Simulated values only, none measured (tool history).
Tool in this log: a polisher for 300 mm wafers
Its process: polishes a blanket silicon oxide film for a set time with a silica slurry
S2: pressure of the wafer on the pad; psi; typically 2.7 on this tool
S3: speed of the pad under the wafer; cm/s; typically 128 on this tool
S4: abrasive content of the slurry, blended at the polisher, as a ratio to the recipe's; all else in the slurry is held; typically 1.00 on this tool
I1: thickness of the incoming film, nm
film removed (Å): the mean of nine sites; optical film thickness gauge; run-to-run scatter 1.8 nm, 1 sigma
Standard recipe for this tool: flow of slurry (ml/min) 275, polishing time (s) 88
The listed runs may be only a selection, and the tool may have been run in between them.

Run 1, hour 0.0: usual settings; I1 1406.9. Result: film removed (Å) 1974.
At hour 7.2: slurry nozzle cleaned.
Run 2, hour 69.1: usual settings; I1 1364.3. Result: film removed (Å) 2059.
At hour 138.9: head pressure recalibrated.
Run 3, hour 181.3: usual settings; I1 1377.2. Result: film removed (Å) 1865.
At hour 192.8: worn pad replaced by a new one.
Run 4, hour 277.9: usual settings; I1 1394.7. Result: film removed (Å) 1913.
At hour 280.3: slurry blender recalibrated.
Run 5, hour 374.1: usual settings; I1 1382.8. Result: film removed (Å) 1912.
At hour 410.4: worn pad replaced by a new one.
Run 6, hour 429.9: usual settings; I1 1373.2. Result: film removed (Å) 1968.
At hour 466.5: conditioning disc replaced and pad reconditioned.
Run 7, hour 485.6: usual settings; I1 1350.3. Result: film removed (Å) 1948.
Run 8, hour 533.6: usual settings; I1 1374.6. Result: film removed (Å) 1971.
Run 9, hour 577.0: usual settings but S2 2.2 psi, S3 94 cm/s, S4 0.70; I1 1389.5. Result: film removed (Å) 1076.
At hour 590.2: slurry blender recalibrated.
At hour 656.1: worn pad replaced by a new one.
At hour 815.7: head pressure recalibrated.
At hour 859.2: slurry blender recalibrated.
At hour 891.9: worn pad replaced by a new one.
Run 10, hour 899.6: usual settings but S4 0.70; I1 1365.1. Result: film removed (Å) 1618.
At hour 968.2: slurry nozzle cleaned.
Run 11, hour 998.6: usual settings but flow of slurry (ml/min) 305; I1 1409.1. Result: film removed (Å) 1935.
At hour 1038.8: conditioning disc replaced and pad reconditioned.
Run 12, hour 1098.3: usual settings; I1 1391.8. Result: film removed (Å) 1925.
At hour 1129.2: slurry blender recalibrated.
At hour 1157.7: worn pad replaced by a new one.
Run 13, hour 1169.1: usual settings; I1 1386.3. Result: film removed (Å) 1972.
Run 14, hour 1214.0: usual settings but polishing time (s) 110; I1 1385.2. Result: film removed (Å) 2433.

Branching from run 14: 5 alternative next runs. What would each branch give?
Run A, hour 1214.4: usual settings but polishing time (s) 59; I1 1375.0. Result: film removed (Å) ?.
Run B, hour 1214.4: usual settings but S2 2.1 psi, S3 100 cm/s, S4 0.70; I1 1375.0. Result: film removed (Å) ?.
Run C, hour 1214.4: usual settings but S4 0.75; I1 1375.0. Result: film removed (Å) ?.
Run D, hour 1214.4: usual settings but S4 1.15; I1 1375.0. Result: film removed (Å) ?.
Run E, hour 1214.4: usual settings but polishing time (s) 100; I1 1375.0. Result: film removed (Å) ?.

run  film removed (Å)
  A              1335
  B              1079
  C              1747
  D              2109
  E              2262
With no hidden state in the tool, these same runs would have given:
run  film removed (Å)
  A              1237
  B               999
  C              1619
  D              1954
  E              2096

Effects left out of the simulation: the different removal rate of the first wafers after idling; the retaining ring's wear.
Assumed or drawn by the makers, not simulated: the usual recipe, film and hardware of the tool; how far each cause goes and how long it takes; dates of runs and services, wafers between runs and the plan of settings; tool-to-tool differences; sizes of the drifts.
